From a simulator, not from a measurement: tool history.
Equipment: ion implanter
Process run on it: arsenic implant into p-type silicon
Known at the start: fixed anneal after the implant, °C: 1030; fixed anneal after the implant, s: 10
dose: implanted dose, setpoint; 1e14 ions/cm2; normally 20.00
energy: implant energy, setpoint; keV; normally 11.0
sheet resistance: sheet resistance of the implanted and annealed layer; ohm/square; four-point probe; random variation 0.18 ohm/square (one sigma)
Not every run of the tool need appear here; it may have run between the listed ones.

run     day   dose  energy  wafers since the last listed run  hours since the last dose calibration  hours since the extraction supply was calibrated  hours since the gauge calibration  read-back reference wafer on the same gauge, sheet resistance  sheet resistance
  1   0.000  20.00    11.0                                 0                                 1483.7                                            2219.9                              795.6                                                         140.96            119.56
  2   0.696  20.00    11.0                               241                                 1500.4                                            2236.6                              812.3                                                         141.03            119.44
  3   1.333  20.00    11.0                               220                                 1515.7                                            2251.9                              827.6                                                         140.99            119.53
  4   2.800  23.63     8.5                               508                                 1550.9                                            2287.1                              862.8                                                         140.97            121.20
  5   3.412  23.63     8.5                               212                                 1565.6                                            2301.8                              877.5                                                         140.94            121.23
  6   4.621  23.63     8.5                               418                                 1594.6                                            2330.8                              906.5                                                         141.02            121.65
  7   5.750  16.86    12.5                               391                                 1621.7                                            2357.9                              933.6                                                         140.98            120.71
  8   6.800  16.86    12.5                               363                                 1646.9                                            2383.1                              958.8                                                         141.01            120.27
  9   7.621  16.86    12.5                               284                                 1666.6                                            2402.8                              978.5                                                         141.10            120.47
 10   8.412  20.00    11.0                               274                                 1685.6                                            2421.8                              997.5                                                         141.02            119.72
 11   9.583  20.00    11.0                               405                                 1713.7                                            2449.9                             1025.6                                                         140.97            119.94
 12  10.138  20.00    11.0                               192                                 1727.0                                            2463.2                             1038.9                                                         141.04            119.57
 13  11.504  20.00    11.0                               473                                 1759.8                                            2496.0                             1071.7                                                         141.00            119.72
 14  12.546  20.00    11.0                               361                                 1784.8                                            2521.0                             1096.7                                                         140.96            119.29
     12.792  -- gauge calibrated
 15  13.983  20.00    11.0                               498                                 1819.3                                            2555.5                               28.6                                                         141.01            119.58
 16  14.658  20.00    11.0                               233                                 1835.5                                            2571.7                               44.8                                                         140.95            119.49
 17  15.362  22.77    12.5                               244                                 1852.4                                            2588.6                               61.7                                                         141.03            113.96
 18  16.658  20.00    11.0                               449                                 1883.5                                            2619.7                               92.8                                                         141.00            119.24
 19  17.692  21.89     7.5                               358                                 1908.3                                            2644.5                              117.6                                                         141.01            124.61
 20  18.683  20.00    11.0                               343                                 1932.1                                            2668.3                              141.4                                                         140.97            119.46
 21  20.129  24.44     9.5                               501                                 1966.8                                            2703.0                              176.1                                                         141.05            118.83
 22  21.196  20.00    11.0                               369                                 1992.4                                            2728.6                              201.7                                                         141.05            119.56
     21.846  -- extraction supply calibrated
 23  22.996  16.05     8.0                               508                                 2035.6                                              27.6                              244.9                                                         140.99            131.62
 24  23.500  20.00    11.0                               174                                 2047.7                                              39.7                              257.0                                                         140.97            119.52
 25  24.792  20.00     7.5                               447                                 2078.7                                              70.7                              288.0                                                         140.98            127.19
 26  25.850  22.24     9.0                               366                                 2104.1                                              96.1                              313.4                                                         141.03            121.45
     26.729  -- Faraday cup replaced and dose calibrated
 27  26.838  15.46    11.0                               226                                    2.6                                             119.8                              337.1                                                         140.96            126.41
 28  27.908  20.00     9.5                               371                                   28.3                                             145.5                              362.8                                                         140.99            122.58
 29  28.938  24.14    11.0                               356                                   53.0                                             170.2                              387.5                                                         140.99            116.07
 30  30.375  20.00    11.0                               498                                   87.5                                             204.7                              422.0                                                         141.04            119.80
 31  31.538  20.00    11.0                               402                                  115.4                                             232.6                              449.9                                                         141.02            119.85
 32  32.921  17.26    11.0                               479                                  148.6                                             265.8                              483.1                                                         140.92            122.94
 33  33.771  16.43     8.0                               294                                  169.0                                             286.2                              503.5                                                         141.05            131.29
 34  35.267  23.91     8.5                               518                                  204.9                                             322.1                              539.4                                                         140.90            121.20
 35  36.733  20.00    11.0                               508                                  240.1                                             357.3                              574.6                                                         141.02            119.49
 36  37.346  14.69     9.0                               212                                  254.8                                             372.0                              589.3                                                         141.09            132.04

For each entry between runs, how does the tool's hidden state at the last listed run before it compare with that at the first listed run after it?
Run 14 -> run 15: gauge calibrated (day 12.792)
  the hidden state is the same at both runs
Run 22 -> run 23: extraction supply calibrated (day 21.846)
  the hidden state is the same at both runs
Run 26 -> run 27: Faraday cup replaced and dose calibrated (day 26.729)
  the hidden state is the same at both runs
